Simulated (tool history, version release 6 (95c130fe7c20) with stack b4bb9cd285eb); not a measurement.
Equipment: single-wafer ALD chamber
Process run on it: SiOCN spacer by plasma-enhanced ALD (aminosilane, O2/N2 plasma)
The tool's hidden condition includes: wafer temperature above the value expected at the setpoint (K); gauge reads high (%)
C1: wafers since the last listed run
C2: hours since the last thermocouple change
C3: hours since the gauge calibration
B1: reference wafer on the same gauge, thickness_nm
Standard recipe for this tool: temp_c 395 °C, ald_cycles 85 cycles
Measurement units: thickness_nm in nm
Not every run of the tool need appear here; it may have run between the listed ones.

Run 1, hour 0.0: usual settings; C1 0; C2 2316.7; C3 139.7; B1 5.636. Result: thickness_nm 5.063 nm.
Run 2, hour 14.7: usual settings; C1 31; C2 2331.4; C3 154.4; B1 5.644. Result: thickness_nm 5.057 nm.
Run 3, hour 20.9: usual settings; C1 13; C2 2337.6; C3 160.6; B1 5.640. Result: thickness_nm 5.078 nm.
Run 4, hour 27.3: usual settings; C1 13; C2 2344.0; C3 167.0; B1 5.635. Result: thickness_nm 5.069 nm.
Run 5, hour 38.2: usual settings; C1 23; C2 2354.9; C3 177.9; B1 5.640. Result: thickness_nm 5.098 nm.
Run 6, hour 47.4: usual settings; C1 19; C2 2364.1; C3 187.1; B1 5.644. Result: thickness_nm 5.067 nm.
Run 7, hour 64.7: usual settings; C1 37; C2 2381.4; C3 204.4; B1 5.640. Result: thickness_nm 5.058 nm.
Run 8, hour 81.5: usual settings; C1 36; C2 2398.2; C3 221.2; B1 5.638. Result: thickness_nm 5.083 nm.
Run 9, hour 94.4: usual settings; C1 27; C2 2411.1; C3 234.1; B1 5.644. Result: thickness_nm 5.058 nm.
Run 10, hour 105.7: usual settings; C1 24; C2 2422.4; C3 245.4; B1 5.638. Result: thickness_nm 5.066 nm.
Run 11, hour 112.3: usual settings; C1 14; C2 2429.0; C3 252.0; B1 5.639. Result: thickness_nm 5.076 nm.
Run 12, hour 122.8: usual settings but temp_c 408 °C, ald_cycles 74 cycles; C1 22; C2 2439.5; C3 262.5; B1 5.641. Result: thickness_nm 4.283 nm.
Run 13, hour 129.4: usual settings; C1 14; C2 2446.1; C3 269.1; B1 5.642. Result: thickness_nm 5.089 nm.
At hour 140.5: gauge calibrated.
Run 14, hour 145.7: usual settings; C1 34; C2 2462.4; C3 5.2; B1 5.642. Result: thickness_nm 5.086 nm.
Run 15, hour 153.9: usual settings but temp_c 388 °C, ald_cycles 97 cycles; C1 17; C2 2470.6; C3 13.4; B1 5.636. Result: thickness_nm 5.803 nm.
Run 16, hour 171.1: usual settings but temp_c 404 °C, ald_cycles 91 cycles; C1 36; C2 2487.8; C3 30.6; B1 5.643. Result: thickness_nm 5.323 nm.
Run 17, hour 184.9: usual settings but temp_c 387 °C, ald_cycles 71 cycles; C1 29; C2 2501.6; C3 44.4; B1 5.648. Result: thickness_nm 4.260 nm.
At hour 198.0: thermocouple changed; heater temperature recalibrated.
Run 18, hour 198.5: usual settings but temp_c 391 °C, ald_cycles 93 cycles; C1 12; C2 0.5; C3 58.0; B1 5.645. Result: thickness_nm 5.558 nm.
Run 19, hour 207.6: usual settings but ald_cycles 72 cycles; C1 19; C2 9.6; C3 67.1; B1 5.636. Result: thickness_nm 4.290 nm.
Run 20, hour 215.7: usual settings; C1 17; C2 17.7; C3 75.2; B1 5.642. Result: thickness_nm 5.081 nm.
Run 21, hour 224.5: usual settings but temp_c 387 °C, ald_cycles 94 cycles; C1 18; C2 26.5; C3 84.0; B1 5.631. Result: thickness_nm 5.635 nm.
Run 22, hour 265.9: usual settings but temp_c 382 °C, ald_cycles 70 cycles; C1 88; C2 67.9; C3 125.4; B1 5.634. Result: thickness_nm 4.178 nm.
Run 23, hour 276.9: usual settings but temp_c 402 °C; C1 23; C2 78.9; C3 136.4; B1 5.639. Result: thickness_nm 5.064 nm.

Predict each of these 3 candidate next runs independently; none follows another, all start after run 23:
Run A, hour 277.5: usual settings; C1 1; C2 79.5; C3 137.0; B1 ?. Result: thickness_nm ?.
Run B, hour 277.5: usual settings but temp_c 382 °C; C1 1; C2 79.5; C3 137.0; B1 ?. Result: thickness_nm ?.
Run C, hour 277.5: usual settings but ald_cycles 101 cycles; C1 1; C2 79.5; C3 137.0; B1 ?. Result: thickness_nm ?.

run     B1  thickness_nm
  A  5.636         5.051
  B  5.636         5.051
  C  5.636         6.002
The same runs, with their run-to-run variation unchanged, on a tool lacking any hidden condition would have given:
run  thickness_nm
  A         5.051
  B         5.051
  C         6.002
